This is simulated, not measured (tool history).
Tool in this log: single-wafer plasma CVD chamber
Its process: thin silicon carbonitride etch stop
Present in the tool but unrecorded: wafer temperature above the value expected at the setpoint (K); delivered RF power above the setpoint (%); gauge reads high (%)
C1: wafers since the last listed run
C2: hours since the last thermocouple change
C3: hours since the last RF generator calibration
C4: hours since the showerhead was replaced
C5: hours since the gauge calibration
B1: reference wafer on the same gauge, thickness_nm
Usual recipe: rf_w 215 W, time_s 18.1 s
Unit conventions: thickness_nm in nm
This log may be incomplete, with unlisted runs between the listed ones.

run 1 hour=0.0 | rf_w=215 time_s=20.5 | C1=0 C2=1412.2 C3=1312.7 C4=1635.2 C5=387.5 | B1=10.117 | thickness_nm=12.599
run 2 hour=16.4 | rf_w=215 time_s=20.5 | C1=648 C2=1428.6 C3=1329.1 C4=1651.6 C5=403.9 | B1=10.132 | thickness_nm=12.644
run 3 hour=30.0 | rf_w=215 time_s=18.1 | C1=538 C2=1442.2 C3=1342.7 C4=1665.2 C5=417.5 | B1=10.103 | thickness_nm=11.122
run 4 hour=47.5 | rf_w=215 time_s=18.1 | C1=692 C2=1459.7 C3=1360.2 C4=1682.7 C5=435.0 | B1=10.091 | thickness_nm=11.155
run 5 hour=62.0 | rf_w=215 time_s=18.1 | C1=573 C2=1474.2 C3=1374.7 C4=1697.2 C5=449.5 | B1=10.103 | thickness_nm=11.068
run 6 hour=81.8 | rf_w=215 time_s=18.1 | C1=783 C2=1494.0 C3=1394.5 C4=1717.0 C5=469.3 | B1=10.092 | thickness_nm=11.081
run 7 hour=114.3 | rf_w=215 time_s=18.1 | C1=1286 C2=1526.5 C3=1427.0 C4=1749.5 C5=501.8 | B1=10.061 | thickness_nm=10.979
run 8 hour=141.1 | rf_w=215 time_s=18.1 | C1=1060 C2=1553.3 C3=1453.8 C4=1776.3 C5=528.6 | B1=10.092 | thickness_nm=11.081
run 9 hour=155.5 | rf_w=215 time_s=18.1 | C1=569 C2=1567.7 C3=1468.2 C4=1790.7 C5=543.0 | B1=10.061 | thickness_nm=11.090
-- hour=200.5 thermocouple changed; heater temperature recalibrated
run 10 hour=225.4 | rf_w=215 time_s=18.1 | C1=2449 C2=24.9 C3=1538.1 C4=1860.6 C5=612.9 | B1=10.059 | thickness_nm=10.967
run 11 hour=244.2 | rf_w=240 time_s=20.2 | C1=743 C2=43.7 C3=1556.9 C4=1879.4 C5=631.7 | B1=10.037 | thickness_nm=12.707
run 12 hour=268.4 | rf_w=250 time_s=19.8 | C1=957 C2=67.9 C3=1581.1 C4=1903.6 C5=655.9 | B1=9.998 | thickness_nm=12.590
run 13 hour=296.5 | rf_w=245 time_s=15.2 | C1=1111 C2=96.0 C3=1609.2 C4=1931.7 C5=684.0 | B1=9.989 | thickness_nm=9.638
-- hour=310.5 RF generator calibrated
run 14 hour=311.0 | rf_w=180 time_s=15.5 | C1=257 C2=110.5 C3=0.5 C4=1946.2 C5=698.5 | B1=10.005 | thickness_nm=8.876
run 15 hour=338.1 | rf_w=215 time_s=18.1 | C1=1072 C2=137.6 C3=27.6 C4=1973.3 C5=725.6 | B1=9.973 | thickness_nm=11.107
run 16 hour=371.4 | rf_w=215 time_s=18.1 | C1=1317 C2=170.9 C3=60.9 C4=2006.6 C5=758.9 | B1=9.969 | thickness_nm=10.863
-- hour=374.5 gauge calibrated
run 17 hour=390.3 | rf_w=175 time_s=17.0 | C1=747 C2=189.8 C3=79.8 C4=2025.5 C5=15.8 | B1=10.306 | thickness_nm=9.995
run 18 hour=418.4 | rf_w=255 time_s=20.8 | C1=1111 C2=217.9 C3=107.9 C4=2053.6 C5=43.9 | B1=10.308 | thickness_nm=13.757
run 19 hour=442.0 | rf_w=230 time_s=18.1 | C1=933 C2=241.5 C3=131.5 C4=2077.2 C5=67.5 | B1=10.290 | thickness_nm=11.463
run 20 hour=454.2 | rf_w=215 time_s=18.1 | C1=482 C2=253.7 C3=143.7 C4=2089.4 C5=79.7 | B1=10.291 | thickness_nm=11.216
run 21 hour=468.0 | rf_w=215 time_s=16.2 | C1=546 C2=267.5 C3=157.5 C4=2103.2 C5=93.5 | B1=10.279 | thickness_nm=10.063
run 22 hour=481.5 | rf_w=235 time_s=19.8 | C1=534 C2=281.0 C3=171.0 C4=2116.7 C5=107.0 | B1=10.260 | thickness_nm=12.688
run 23 hour=499.7 | rf_w=215 time_s=18.1 | C1=720 C2=299.2 C3=189.2 C4=2134.9 C5=125.2 | B1=10.259 | thickness_nm=11.272
run 24 hour=587.7 | rf_w=180 time_s=16.2 | C1=3482 C2=387.2 C3=277.2 C4=2222.9 C5=213.2 | B1=10.235 | thickness_nm=9.567
-- hour=671.8 showerhead replaced
run 25 hour=682.5 | rf_w=215 time_s=18.1 | C1=3434 C2=482.0 C3=372.0 C4=10.7 C5=308.0 | B1=10.182 | thickness_nm=11.128
run 26 hour=715.5 | rf_w=175 time_s=16.7 | C1=1305 C2=515.0 C3=405.0 C4=43.7 C5=341.0 | B1=10.171 | thickness_nm=9.712
run 27 hour=738.2 | rf_w=215 time_s=16.1 | C1=898 C2=537.7 C3=427.7 C4=66.4 C5=363.7 | B1=10.165 | thickness_nm=9.986
run 28 hour=751.5 | rf_w=215 time_s=18.1 | C1=526 C2=551.0 C3=441.0 C4=79.7 C5=377.0 | B1=10.163 | thickness_nm=11.184
run 29 hour=769.0 | rf_w=215 time_s=18.1 | C1=692 C2=568.5 C3=458.5 C4=97.2 C5=394.5 | B1=10.167 | thickness_nm=11.185
run 30 hour=798.1 | rf_w=215 time_s=18.1 | C1=1151 C2=597.6 C3=487.6 C4=126.3 C5=423.6 | B1=10.165 | thickness_nm=11.076
run 31 hour=820.7 | rf_w=190 time_s=20.1 | C1=894 C2=620.2 C3=510.2 C4=148.9 C5=446.2 | B1=10.106 | thickness_nm=11.888
run 32 hour=864.1 | rf_w=215 time_s=18.1 | C1=1717 C2=663.6 C3=553.6 C4=192.3 C5=489.6 | B1=10.117 | thickness_nm=11.136
run 33 hour=942.3 | rf_w=215 time_s=18.1 | C1=3094 C2=741.8 C3=631.8 C4=270.5 C5=567.8 | B1=10.075 | thickness_nm=11.092
run 34 hour=966.2 | rf_w=175 time_s=18.1 | C1=945 C2=765.7 C3=655.7 C4=294.4 C5=591.7 | B1=10.075 | thickness_nm=10.438

Exercise: give the hidden state of the tool at every run:
wafer temperature above the value expected at the setpoint (K): 0, the same for each run
delivered RF power above the setpoint (%): 0, the same for each run
H1: gauge reads high (%)
run=1 H1=-1.71
run=2 H1=-1.78
run=3 H1=-1.83
run=4 H1=-1.9
run=5 H1=-1.96
run=6 H1=-2.04
run=7 H1=-2.17
run=8 H1=-2.28
run=9 H1=-2.34
run=10 H1=-2.62
run=11 H1=-2.69
run=12 H1=-2.79
run=13 H1=-2.9
run=14 H1=-2.96
run=15 H1=-3.07
run=16 H1=-3.2
run=17 H1=0.1
run=18 H1=-0.0119
run=19 H1=-0.106
run=20 H1=-0.155
run=21 H1=-0.21
run=22 H1=-0.264
run=23 H1=-0.337
run=24 H1=-0.689
run=25 H1=-1.07
run=26 H1=-1.2
run=27 H1=-1.29
run=28 H1=-1.34
run=29 H1=-1.41
run=30 H1=-1.53
run=31 H1=-1.62
run=32 H1=-1.79
run=33 H1=-2.11
run=34 H1=-2.2
